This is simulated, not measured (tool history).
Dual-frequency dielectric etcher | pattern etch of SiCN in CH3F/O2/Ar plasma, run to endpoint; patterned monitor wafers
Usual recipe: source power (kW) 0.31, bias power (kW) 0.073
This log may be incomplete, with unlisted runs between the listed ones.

run	hour	source power (kW)	bias power (kW)	incoming incoming film thickness, nm	endpoint time (s)
1	0	0.31	0.066	12.56	44.6
# hour 37: wet clean of the chamber
2	98.6	0.31	0.066	12.67	43.3
3	181	0.31	0.066	12.71	42.9
4	390.4	0.36	0.073	12.67	39.7
5	486.4	0.31	0.073	12.75	43.1
6	555.7	0.31	0.073	12.68	43
7	616	0.31	0.073	12.62	42.9
# hour 684.6: wet clean of the chamber
8	707.5	0.31	0.073	12.78	42.3
# hour 746.1: source power generator calibrated
# hour 747.1: bias power generator calibrated
9	810.1	0.31	0.073	12.66	42.5
10	874.2	0.31	0.073	12.76	42.5
11	959.8	0.31	0.073	12.75	43.2
12	1056	0.31	0.073	12.65	42.5
13	1115.5	0.38	0.073	12.63	39.5
14	1162.7	0.31	0.059	12.7	46.6
15	1233.1	0.25	0.088	12.66	44.1
# hour 1282.8: upper electrode replaced
16	1283.3	0.28	0.086	12.66	43.3
# hour 1411.4: wet clean of the chamber
17	1415.4	0.26	0.062	12.6	48
18	1517.1	0.31	0.057	12.76	46
19	1598.5	0.31	0.057	12.67	46.7
20	1645.1	0.24	0.08	12.71	45.5
21	1742.4	0.31	0.073	12.83	42.6
22	1784	0.31	0.073	12.75	43.3
23	1855.5	0.31	0.073	12.76	43.5
# hour 2023.9: wet clean of the chamber
24	2074.9	0.31	0.073	12.63	42.3

Predict each of these 5 candidate next runs independently; none follows another, all start after run 24:
A	2075.3	0.31	0.055	12.81	?
B	2075.3	0.27	0.065	12.81	?
C	2075.3	0.27	0.09	12.81	?
D	2075.3	0.27	0.073	12.81	?
E	2075.3	0.35	0.065	12.81	?

run	endpoint time (s)
A	47.2
B	47.2
C	41.7
D	45.2
E	42.2
Stripped of hidden state, with their random variation kept, the same runs would have yielded:
run	endpoint time (s)
A	46.8
B	46.8
C	41.3
D	44.8
E	41.8
